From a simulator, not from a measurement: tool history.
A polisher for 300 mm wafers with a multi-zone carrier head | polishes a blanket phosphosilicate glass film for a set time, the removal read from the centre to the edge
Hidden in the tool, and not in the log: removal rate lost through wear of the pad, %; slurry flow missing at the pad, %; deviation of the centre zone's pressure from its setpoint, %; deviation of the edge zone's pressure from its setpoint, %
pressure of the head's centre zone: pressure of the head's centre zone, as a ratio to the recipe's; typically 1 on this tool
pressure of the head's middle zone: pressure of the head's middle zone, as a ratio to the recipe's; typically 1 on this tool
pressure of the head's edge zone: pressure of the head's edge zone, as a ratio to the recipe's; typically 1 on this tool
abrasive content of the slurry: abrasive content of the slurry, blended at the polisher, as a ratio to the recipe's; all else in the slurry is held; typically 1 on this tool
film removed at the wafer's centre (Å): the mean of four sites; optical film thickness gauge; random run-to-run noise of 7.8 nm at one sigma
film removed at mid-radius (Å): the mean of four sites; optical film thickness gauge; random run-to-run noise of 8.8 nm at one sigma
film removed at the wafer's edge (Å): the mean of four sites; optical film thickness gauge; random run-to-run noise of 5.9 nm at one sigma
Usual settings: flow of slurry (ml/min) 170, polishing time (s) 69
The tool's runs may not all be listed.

| run | day | flow of slurry (ml/min) | pressure of the head's centre zone | pressure of the head's middle zone | pressure of the head's edge zone | abrasive content of the slurry | polishing time (s) | wafers since the last listed run | wafers polished on this pad | hours since the slurry nozzle was cleaned | hours since the centre zone pressure was calibrated | hours since the edge zone pressure was calibrated | hours since the carrier head's membrane was replaced | incoming thickness of the incoming film, nm | film removed at the wafer's centre (Å) | film removed at mid-radius (Å) | film removed at the wafer's edge (Å) |
|---|---|---|---|---|---|---|---|---|---|---|---|---|---|---|---|---|---|
| 1 | 0 | 170 | 1 | 1 | 1 | 0.8 | 85 | 0 | 3361 | 129.7 | 228.1 | 149 | 693.5 | 2987.7 | 6887 | 7126 | 7173 |
|  | 0.771 | worn pad replaced by a new one |
| 2 | 1.767 | 170 | 1 | 1 | 1 | 0.8 | 85 | 334 | 207 | 172.1 | 270.5 | 191.4 | 735.9 | 2967.6 | 7172 | 7571 | 7707 |
| 3 | 2.862 | 170 | 1 | 1 | 1.1 | 1 | 69 | 229 | 436 | 198.4 | 296.8 | 217.7 | 762.2 | 2989.7 | 6443 | 6689 | 7230 |
|  | 5.558 | centre zone pressure recalibrated |
| 4 | 5.583 | 170 | 1 | 1.05 | 1 | 1 | 69 | 551 | 988 | 263.7 | 0.6 | 283 | 827.5 | 3004.4 | 6086 | 6950 | 6597 |
| 5 | 7.154 | 170 | 1 | 0.92 | 1 | 1 | 69 | 328 | 1316 | 301.4 | 38.3 | 320.7 | 865.2 | 2964 | 5974 | 5989 | 6550 |
| 6 | 8.217 | 170 | 1 | 1 | 1 | 1 | 69 | 222 | 1538 | 326.9 | 63.8 | 346.2 | 890.7 | 3017.9 | 6083 | 6308 | 6645 |
|  | 8.308 | edge zone pressure recalibrated |
| 7 | 10.033 | 170 | 1 | 1 | 1 | 1 | 69 | 362 | 1900 | 370.5 | 107.4 | 41.4 | 934.3 | 2958.3 | 6028 | 6339 | 6548 |
| 8 | 12.154 | 170 | 1 | 1.06 | 1 | 1.25 | 69 | 443 | 2344 | 421.4 | 158.3 | 92.3 | 985.2 | 2991.6 | 6572 | 7287 | 6951 |
|  | 13.317 | slurry nozzle cleaned |
| 9 | 13.671 | 170 | 1.11 | 1 | 0.9 | 1.2 | 63 | 308 | 2652 | 8.5 | 194.7 | 128.7 | 1021.6 | 3012.4 | 7098 | 6662 | 6410 |
| 10 | 15.267 | 170 | 1 | 1.1 | 1 | 1 | 56 | 333 | 2986 | 46.8 | 233 | 167 | 1059.9 | 2952.8 | 5355 | 5929 | 5486 |
| 11 | 18.179 | 200 | 1 | 1 | 0.94 | 1.1 | 82 | 608 | 3594 | 116.7 | 302.9 | 236.9 | 1129.8 | 2990.5 | 7916 | 8364 | 7998 |
|  | 18.567 | worn pad replaced by a new one |
|  | 21.158 | centre zone pressure recalibrated |
| 12 | 21.179 | 170 | 0.93 | 1 | 1.04 | 1 | 77 | 574 | 529 | 188.7 | 0.5 | 308.9 | 1201.8 | 3010.8 | 6752 | 7471 | 7706 |
| 13 | 23.838 | 170 | 1 | 1 | 1 | 1 | 69 | 555 | 1084 | 252.5 | 64.3 | 372.7 | 1265.6 | 3006.2 | 6156 | 6446 | 6593 |
|  | 24.571 | carrier head's membrane replaced by a new one |
| 14 | 25.192 | 170 | 1.11 | 1 | 0.96 | 1 | 69 | 239 | 1324 | 285 | 96.8 | 405.2 | 14.9 | 2983.9 | 6700 | 6483 | 6315 |
|  | 25.842 | edge zone pressure recalibrated |
| 15 | 26.229 | 170 | 0.93 | 1 | 1.04 | 1 | 77 | 199 | 1523 | 309.9 | 121.7 | 9.3 | 39.8 | 3041.3 | 6282 | 7057 | 7402 |
| 16 | 28.783 | 215 | 1 | 0.92 | 1.07 | 1 | 46 | 533 | 2057 | 371.2 | 183 | 70.6 | 101.1 | 3013 | 4168 | 4011 | 4613 |
| 17 | 30.679 | 170 | 1 | 1 | 1 | 1 | 69 | 396 | 2453 | 416.7 | 228.5 | 116.1 | 146.6 | 2991.6 | 5855 | 6205 | 6333 |
|  | 31.325 | slurry nozzle cleaned |
| 18 | 33.154 | 170 | 1 | 1 | 1 | 1 | 69 | 508 | 2962 | 43.9 | 287.9 | 175.5 | 206 | 2979.2 | 6293 | 6520 | 6626 |
|  | 33.475 | worn pad replaced by a new one |
| 19 | 35.683 | 170 | 0.9 | 1 | 1 | 1 | 69 | 493 | 461 | 104.6 | 348.6 | 236.2 | 266.7 | 2959.8 | 5802 | 6786 | 6740 |
|  | 35.979 | centre zone pressure recalibrated |
|  | 43.417 | edge zone pressure recalibrated |
| 20 | 44.142 | 170 | 1 | 1.08 | 1 | 0.85 | 69 | 1733 | 2194 | 307.6 | 195.9 | 17.4 | 469.7 | 2981.8 | 5493 | 6233 | 5845 |
| 21 | 46 | 195 | 1 | 1 | 1.11 | 1 | 50 | 388 | 2582 | 352.2 | 240.5 | 62 | 514.3 | 2983.3 | 4461 | 4561 | 4883 |
|  | 48.208 | worn pad replaced by a new one |
|  | 48.283 | slurry nozzle cleaned |
| 22 | 48.525 | 170 | 1 | 1 | 1 | 1 | 69 | 484 | 57 | 5.8 | 301.1 | 122.6 | 574.9 | 2947.2 | 7066 | 7495 | 7362 |

Hidden state or all else? Some run-to-run changes of film removed at the wafer's centre (Å), split into what the settings, what came in and random variation would give without the hidden state, and what is left for the hidden state (with any gauge scatter that isn't in both results):
Run 8 -> 9: pressure of the head's centre zone 1 -> 1.11, pressure of the head's middle zone 1.06 -> 1, pressure of the head's edge zone 1 -> 0.9, abrasive content of the slurry 1.25 -> 1.2, polishing time (s) 69 -> 63, slurry nozzle cleaned. film removed at the wafer's centre (Å) +526: hidden state +666, all else -140.
Run 10 -> 11: flow of slurry (ml/min) 170 -> 200, pressure of the head's middle zone 1.1 -> 1, pressure of the head's edge zone 1 -> 0.94, abrasive content of the slurry 1 -> 1.1, polishing time (s) 56 -> 82. film removed at the wafer's centre (Å) +2561: hidden state -502, all else +3063.
Run 21 -> 22: flow of slurry (ml/min) 195 -> 170, pressure of the head's edge zone 1.11 -> 1, polishing time (s) 50 -> 69, worn pad replaced by a new one, slurry nozzle cleaned. film removed at the wafer's centre (Å) +2605: hidden state +848, all else +1757.
